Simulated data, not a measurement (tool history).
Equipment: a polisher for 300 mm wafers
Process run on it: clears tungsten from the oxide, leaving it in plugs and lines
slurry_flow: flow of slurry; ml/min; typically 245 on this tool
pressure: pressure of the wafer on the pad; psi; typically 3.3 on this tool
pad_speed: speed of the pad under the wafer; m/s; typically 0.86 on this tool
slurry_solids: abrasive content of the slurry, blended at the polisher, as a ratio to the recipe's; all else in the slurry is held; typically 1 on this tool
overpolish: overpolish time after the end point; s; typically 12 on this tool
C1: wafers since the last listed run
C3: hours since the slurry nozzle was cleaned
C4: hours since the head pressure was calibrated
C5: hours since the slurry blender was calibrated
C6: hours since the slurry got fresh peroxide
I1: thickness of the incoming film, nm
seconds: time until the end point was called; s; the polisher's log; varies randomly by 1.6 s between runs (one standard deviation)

Run 1, hour 0.0: usual settings but slurry_flow 300 ml/min; C1 0; wafers polished on this pad 406; C3 518.4; C4 390.5; C5 201.1; C6 183.6; I1 324.0. Result: seconds 119.8 s.
At hour 37.0: head pressure recalibrated.
Run 2, hour 41.0: usual settings but slurry_flow 300 ml/min; C1 202; wafers polished on this pad 608; C3 559.4; C4 4.0; C5 242.1; C6 224.6; I1 329.6. Result: seconds 123.7 s.
At hour 60.5: slurry tank refilled with fresh slurry and peroxide.
At hour 62.7: slurry blender recalibrated.
At hour 65.6: slurry nozzle cleaned.
Run 3, hour 131.3: usual settings but slurry_flow 300 ml/min; C1 447; wafers polished on this pad 1056; C3 65.7; C4 94.3; C5 68.6; C6 70.8; I1 320.5. Result: seconds 107.6 s.
Run 4, hour 180.8: usual settings; C1 256; wafers polished on this pad 1312; C3 115.2; C4 143.8; C5 118.1; C6 120.3; I1 331.1. Result: seconds 114.4 s.
At hour 212.6: worn pad replaced by a new one.
Run 5, hour 248.1: usual settings; C1 328; wafers polished on this pad 184; C3 182.5; C4 211.1; C5 185.4; C6 187.6; I1 320.2. Result: seconds 113.8 s.
At hour 305.2: slurry blender recalibrated.
Run 6, hour 305.7: usual settings; C1 288; wafers polished on this pad 472; C3 240.1; C4 268.7; C5 0.5; C6 245.2; I1 324.0. Result: seconds 107.4 s.
At hour 329.9: slurry tank refilled with fresh slurry and peroxide.
Run 7, hour 346.3: usual settings; C1 205; wafers polished on this pad 677; C3 280.7; C4 309.3; C5 41.1; C6 16.4; I1 322.9. Result: seconds 111.5 s.
Run 8, hour 415.6: usual settings; C1 359; wafers polished on this pad 1036; C3 350.0; C4 378.6; C5 110.4; C6 85.7; I1 318.4. Result: seconds 114.6 s.
At hour 418.1: head pressure recalibrated.
At hour 450.8: worn pad replaced by a new one.
Run 9, hour 467.3: usual settings; C1 236; wafers polished on this pad 85; C3 401.7; C4 49.2; C5 162.1; C6 137.4; I1 321.4. Result: seconds 116.8 s.
At hour 557.5: slurry blender recalibrated.
Run 10, hour 558.0: usual settings; C1 459; wafers polished on this pad 545; C3 492.4; C4 139.9; C5 0.5; C6 228.1; I1 326.0. Result: seconds 116.2 s.
Run 11, hour 583.4: usual settings; C1 131; wafers polished on this pad 676; C3 517.8; C4 165.3; C5 25.9; C6 253.5; I1 324.8. Result: seconds 114.7 s.
Run 12, hour 624.8: usual settings but slurry_flow 175 ml/min, pressure 2.8 psi, pad_speed 1.10 m/s, overpolish 8 s; C1 214; wafers polished on this pad 891; C3 559.2; C4 206.7; C5 67.3; C6 294.9; I1 324.6. Result: seconds 121.4 s.
At hour 626.9: slurry tank refilled with fresh slurry and peroxide.
Run 13, hour 693.8: usual settings but slurry_flow 300 ml/min; C1 352; wafers polished on this pad 1243; C3 628.2; C4 275.7; C5 136.3; C6 66.9; I1 324.2. Result: seconds 119.5 s.
At hour 708.3: slurry nozzle cleaned.
Run 14, hour 723.1: usual settings but slurry_flow 190 ml/min, pressure 4.1 psi; C1 146; wafers polished on this pad 1390; C3 14.8; C4 305.0; C5 165.6; C6 96.2; I1 331.9. Result: seconds 97.5 s.

Expected results for the next run?
Run 15, hour 756.3: usual settings but slurry_flow 295 ml/min, pressure 2.3 psi; C1 172; wafers polished on this pad 1562; C3 48.0; C4 338.2; C5 198.8; C6 129.4; I1 321.9. Result: seconds ?.

seconds: 167.8 s
The same run, on a tool lacking any hidden state, would have yielded seconds 154.5 s.
